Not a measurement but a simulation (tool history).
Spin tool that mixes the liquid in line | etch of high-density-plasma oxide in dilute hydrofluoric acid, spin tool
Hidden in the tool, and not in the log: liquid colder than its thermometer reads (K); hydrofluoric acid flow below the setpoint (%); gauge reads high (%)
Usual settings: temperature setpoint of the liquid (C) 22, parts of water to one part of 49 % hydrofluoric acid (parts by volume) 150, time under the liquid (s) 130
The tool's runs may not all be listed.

run	hour	temperature setpoint of the liquid (C)	parts of water to one part of 49 % hydrofluoric acid (parts by volume)	time under the liquid (s)	wafers since the last listed run	hours since the thermometer was replaced	hours since the hydrofluoric acid flow meter was replaced	hours since the gauge calibration	read-back film thickness of the high-density-plasma oxide reference wafer, read on the same gauge (nm)	thickness taken off the high-density-plasma oxide on a monitor wafer (nm)
1	0	22	150	130	0	129.2	598.8	944	80.01	5.6
2	40.2	22	150	130	389	169.4	639	984.2	79.98	5.6
3	73.5	22	150	130	322	202.7	672.3	1017.5	79.98	5.59
4	132.9	22	150	130	576	262.1	731.7	1076.9	80.06	5.57
5	240.1	22	150	165	1039	369.3	838.9	1184.1	80.02	7.03
6	269.1	22	150	130	281	398.3	867.9	1213.1	80.01	5.53
7	326.8	18.5	180	130	559	456	925.6	1270.8	80.02	3.86
8	394.8	18.5	180	130	659	524	993.6	1338.8	80.02	3.78
# hour 453.8: gauge calibrated
9	454.7	24	85	150	580	583.9	1053.5	0.9	80	13.06
10	498.6	22	185	130	425	627.8	1097.4	44.8	80.01	4.26
11	552.9	19	180	130	526	682.1	1151.7	99.1	79.95	3.86
# hour 557.1: hydrofluoric acid flow meter replaced
12	624.3	22	100	170	682	753.5	67.2	170.5	80.05	11.72
# hour 730.1: thermometer replaced
13	832.1	22	150	165	2005	102	275	378.3	79.98	7.31
14	894.9	18	190	185	609	164.8	337.8	441.1	79.99	5.23
15	944.8	22	180	130	483	214.7	387.7	491	80.01	4.6
16	996.5	22	150	130	501	266.4	439.4	542.7	79.99	5.71
17	1084.8	22	150	130	856	354.7	527.7	631	79.98	5.61

Forecast each of these 3 alternatives for the next run:
A	1085.3	22	150	130	4	355.2	528.2	631.5	?	?
B	1085.3	22	150	60	4	355.2	528.2	631.5	?	?
C	1085.3	23.5	200	55	4	355.2	528.2	631.5	?	?

run	read-back film thickness of the high-density-plasma oxide reference wafer, read on the same gauge (nm)	thickness taken off the high-density-plasma oxide on a monitor wafer (nm)
A	80.02	5.66
B	80.02	2.61
C	80.02	1.8
Without the tool's hidden state the same runs would have given:
run	thickness taken off the high-density-plasma oxide on a monitor wafer (nm)
A	5.89
B	2.72
C	1.87
